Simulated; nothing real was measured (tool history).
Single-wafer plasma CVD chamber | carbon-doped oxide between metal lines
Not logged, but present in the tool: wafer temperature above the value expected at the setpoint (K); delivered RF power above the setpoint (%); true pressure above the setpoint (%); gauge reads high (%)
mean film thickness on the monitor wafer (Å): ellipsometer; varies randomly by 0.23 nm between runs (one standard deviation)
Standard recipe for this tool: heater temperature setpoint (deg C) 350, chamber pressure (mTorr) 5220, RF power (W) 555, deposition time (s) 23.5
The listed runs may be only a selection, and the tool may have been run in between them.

run     day  heater temperature setpoint (deg C)  chamber pressure (mTorr)  RF power (W)  deposition time (s)  wafers since the last listed run  hours since the last thermocouple change  hours since the last RF generator calibration  hours since the last manometer calibration  hours since the showerhead was replaced  hours since the gauge calibration  read-back reference wafer on the same gauge, thickness_nm  mean film thickness on the monitor wafer (Å)
  1       0                                  341                      5220           555                 23.5                                 0                                    2046.7                                           2316                                      2777.9                                   4076.7                              106.7                                                    105.014                                       1221.17
  2   0.562                                  341                      5220           555                 23.5                               400                                    2060.2                                         2329.5                                      2791.4                                   4090.2                              120.2                                                    105.061                                       1214.57
  3   1.029                                  350                      5220           555                 24.9                               332                                    2071.4                                         2340.7                                      2802.6                                   4101.4                              131.4                                                    104.932                                       1254.34
  4   1.521                                  350                      5220           555                 24.9                               350                                    2083.2                                         2352.5                                      2814.4                                   4113.2                              143.2                                                    105.083                                       1257.41
      1.658  -- gauge calibrated
  5   1.925                                  350                      5220           555                 23.5                               287                                    2092.9                                         2362.2                                      2824.1                                   4122.9                                6.4                                                    104.979                                       1191.28
  6   2.538                                  350                      5220           555                 23.5                               436                                    2107.6                                         2376.9                                      2838.8                                   4137.6                               21.1                                                    104.952                                       1188.75
      3.362  -- RF generator calibrated
  7   3.383                                  350                      5220           555                 23.5                               365                                    2127.9                                            0.5                                      2859.1                                   4157.9                               41.4                                                     105.05                                       1138.52
  8   3.921                                  338                      5220           555                 23.5                               382                                    2140.8                                           13.4                                        2872                                   4170.8                               54.3                                                    104.921                                       1171.07
  9   4.517                                  338                      5220           555                 23.5                               424                                    2155.1                                           27.7                                      2886.3                                   4185.1                               68.6                                                    104.952                                       1174.26
      5.033  -- RF generator calibrated, repeated, since the last time left the tool worse
      5.383  -- capacitance manometer re-zeroed and calibrated
 10   5.404                                  338                      5220           555                 23.5                               157                                    2176.4                                            8.9                                         0.5                                   4206.4                               89.9                                                    105.106                                       1297.35
 11   5.658                                  350                      6170           555                 23.5                               181                                    2182.5                                             15                                         6.6                                   4212.5                                 96                                                    104.946                                       1284.58
      6.046  -- thermocouple changed; heater temperature recalibrated
      6.588  -- showerhead replaced
 12   6.608                                  350                      6310           555                 23.5                               201                                      13.5                                           37.8                                        29.4                                      0.5                              118.8                                                    105.012                                       1281.66
 13   6.812                                  339                      5220           620                 22.2                               145                                      18.4                                           42.7                                        34.3                                      5.4                              123.7                                                    105.045                                       1343.42
 14   7.204                                  364                      3950           635                 27.6                               278                                      27.8                                           52.1                                        43.7                                     14.8                              133.1                                                    105.005                                       1539.38
      7.658  -- gauge calibrated
 15   7.946                                  350                      5720           555                 20.4                               528                                      45.6                                           69.9                                        61.5                                     32.6                                6.9                                                    105.035                                       1103.94
 16   8.479                                  350                      4350           650                 23.5                               379                                      58.4                                           82.7                                        74.3                                     45.4                               19.7                                                    105.013                                       1398.33
 17   8.858                                  338                      5220           555                 23.5                               270                                      67.5                                           91.8                                        83.4                                     54.5                               28.8                                                    104.985                                       1292.89
 18   9.217                                  350                      3950           455                 23.5                               255                                      76.1                                          100.4                                          92                                     63.1                               37.4                                                    104.995                                           970
 19   9.912                                  350                      4420           470                 19.4                               495                                      92.8                                          117.1                                       108.7                                     79.8                               54.1                                                    105.053                                        849.96
 20  10.588                                  350                      5220           555                 23.5                               480                                       109                                          133.3                                       124.9                                       96                               70.3                                                    104.986                                       1246.98

What the log doesn't show, run by run:
wafer temperature above the value expected at the setpoint (K): 0 on each run
true pressure above the setpoint (%): 0 on each run
gauge reads high (%): 0 on each run
H1: delivered RF power above the setpoint (%)
run      H1
  1   -6.08
  2   -6.08
  3   -6.08
  4   -6.09
  5   -6.09
  6    -6.1
  7   -10.1
  8   -10.2
  9   -10.3
 10  -0.296
 11  -0.339
 12  -0.499
 13  -0.533
 14  -0.597
 15  -0.716
 16    -0.8
 17  -0.859
 18  -0.914
 19   -1.02
 20   -1.12
